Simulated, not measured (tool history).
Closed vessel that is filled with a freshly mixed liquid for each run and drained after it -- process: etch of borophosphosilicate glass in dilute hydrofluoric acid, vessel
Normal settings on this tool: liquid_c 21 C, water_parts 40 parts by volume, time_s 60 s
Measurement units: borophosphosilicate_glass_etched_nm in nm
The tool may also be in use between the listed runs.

run,hour,liquid_c,water_parts,time_s,wafers since the last listed run,hours since the thermometer was replaced,hours since the hydrofluoric acid flow meter was replaced,hours since the gauge calibration,"read-back film thickness of the borophosphosilicate glass reference wafer, read on the same gauge (nm)",borophosphosilicate_glass_etched_nm
1,0.0,21,40,60,0,1893.5,1638.9,288.4,49.98,33.22
# hour 2.9: gauge calibrated
2,29.3,21,40,60,3407,1922.8,1668.2,26.4,50.02,34.26
3,62.6,21,40,60,3873,1956.1,1701.5,59.7,50.00,33.50
4,81.7,21,40,60,2221,1975.2,1720.6,78.8,50.01,33.96
5,122.6,21,40,60,4757,2016.1,1761.5,119.7,50.02,33.59
6,148.9,21,40,60,3058,2042.4,1787.8,146.0,50.00,34.21
7,182.3,21,40,60,3884,2075.8,1821.2,179.4,50.00,33.73
8,211.8,21,40,60,3431,2105.3,1850.7,208.9,49.99,34.03
# hour 229.9: thermometer replaced
9,239.6,21,40,60,3117,9.7,1878.5,236.7,50.02,33.58
10,289.0,18,30,60,5745,59.1,1927.9,286.1,50.01,39.92
# hour 313.3: hydrofluoric acid flow meter replaced
11,322.5,21,20,60,3780,92.6,9.2,319.6,49.99,69.89
12,345.0,18,55,60,2616,115.1,31.7,342.1,50.00,21.01

For run 13, what comes out?
# hour 369.8: gauge calibrated
13,374.7,21,55,60,3454,144.8,61.4,4.9,?,?

read-back film thickness of the borophosphosilicate glass reference wafer, read on the same gauge (nm): 50.00
borophosphosilicate_glass_etched_nm: 23.72 nm
Had the tool carried no hidden state, the very same run would have given borophosphosilicate_glass_etched_nm 23.72 nm.

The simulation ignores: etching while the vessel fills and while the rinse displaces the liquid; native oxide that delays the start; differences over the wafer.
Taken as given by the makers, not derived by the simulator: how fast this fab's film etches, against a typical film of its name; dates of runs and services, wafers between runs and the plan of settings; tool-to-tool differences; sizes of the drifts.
